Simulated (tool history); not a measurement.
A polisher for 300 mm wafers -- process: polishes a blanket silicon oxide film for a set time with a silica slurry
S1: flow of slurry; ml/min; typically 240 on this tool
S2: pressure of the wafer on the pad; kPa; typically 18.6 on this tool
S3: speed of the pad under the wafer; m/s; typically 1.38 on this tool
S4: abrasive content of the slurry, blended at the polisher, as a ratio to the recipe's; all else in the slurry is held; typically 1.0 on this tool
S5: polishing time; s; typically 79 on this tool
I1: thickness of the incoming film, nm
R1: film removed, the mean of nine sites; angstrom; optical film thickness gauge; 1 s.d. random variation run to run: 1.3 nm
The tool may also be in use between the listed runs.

run,hour,S1,S2,S3,S4,S5,I1,R1
1,0.0,205,18.6,1.38,1.0,79,1690.2,1897
# hour 31.4: worn pad replaced by a new one
# hour 39.8: conditioning disc replaced and pad reconditioned
2,70.4,205,18.6,1.38,1.0,79,1658.3,1911
# hour 94.0: slurry blender recalibrated
3,113.5,240,18.6,1.38,1.0,79,1658.7,1926
4,152.6,240,18.6,1.38,1.0,79,1681.2,1938
5,203.4,240,18.6,1.38,1.0,79,1690.7,1932
6,260.4,240,18.6,1.38,1.0,79,1643.1,1931
7,288.5,240,16.5,1.38,1.0,79,1690.6,1754
# hour 309.3: slurry nozzle cleaned
8,316.9,240,18.6,1.38,1.0,79,1679.1,1971
# hour 333.6: worn pad replaced by a new one
# hour 354.2: conditioning disc replaced and pad reconditioned
9,357.3,240,18.6,1.38,1.0,79,1652.5,1937
# hour 396.9: slurry blender recalibrated
10,420.2,240,20.7,1.38,1.0,91,1667.7,2481
# hour 458.6: head pressure recalibrated
11,477.1,240,18.6,1.38,1.0,79,1691.8,1945
12,528.9,160,18.6,1.16,1.0,79,1682.3,1573
13,554.0,240,18.6,1.38,1.0,79,1685.4,1934
14,622.9,240,22.1,1.38,1.0,79,1635.2,2287
# hour 635.2: worn pad replaced by a new one
15,658.9,240,24.1,1.38,1.0,79,1666.1,2516
# hour 661.4: conditioning disc replaced and pad reconditioned
16,710.0,240,18.6,1.38,1.0,79,1662.1,1948
17,754.3,240,18.6,1.64,1.0,79,1678.8,2235
# hour 776.1: slurry blender recalibrated
# hour 805.1: slurry nozzle cleaned
18,823.0,240,18.6,1.38,1.0,102,1638.0,2508
19,881.0,160,18.6,1.16,1.0,79,1695.3,1587
20,916.4,240,24.1,1.38,1.0,103,1681.9,3259
# hour 947.0: worn pad replaced by a new one
21,970.0,300,18.6,1.38,0.8,69,1690.0,1487
22,997.2,190,18.6,1.38,0.8,79,1666.9,1602
# hour 1028.0: conditioning disc replaced and pad reconditioned
23,1063.4,240,22.8,1.38,1.0,79,1697.9,2360

Run 24 has not been measured yet. What should we expect?
# hour 1131.5: slurry blender recalibrated
# hour 1142.9: head pressure recalibrated
24,1194.2,165,24.1,1.80,1.0,58,1664.8,?

{"run 24": {"R1": 2125}}
Were there no unlogged condition in the tool, this run, its random variation unchanged, would have produced R1 2125 angstrom.
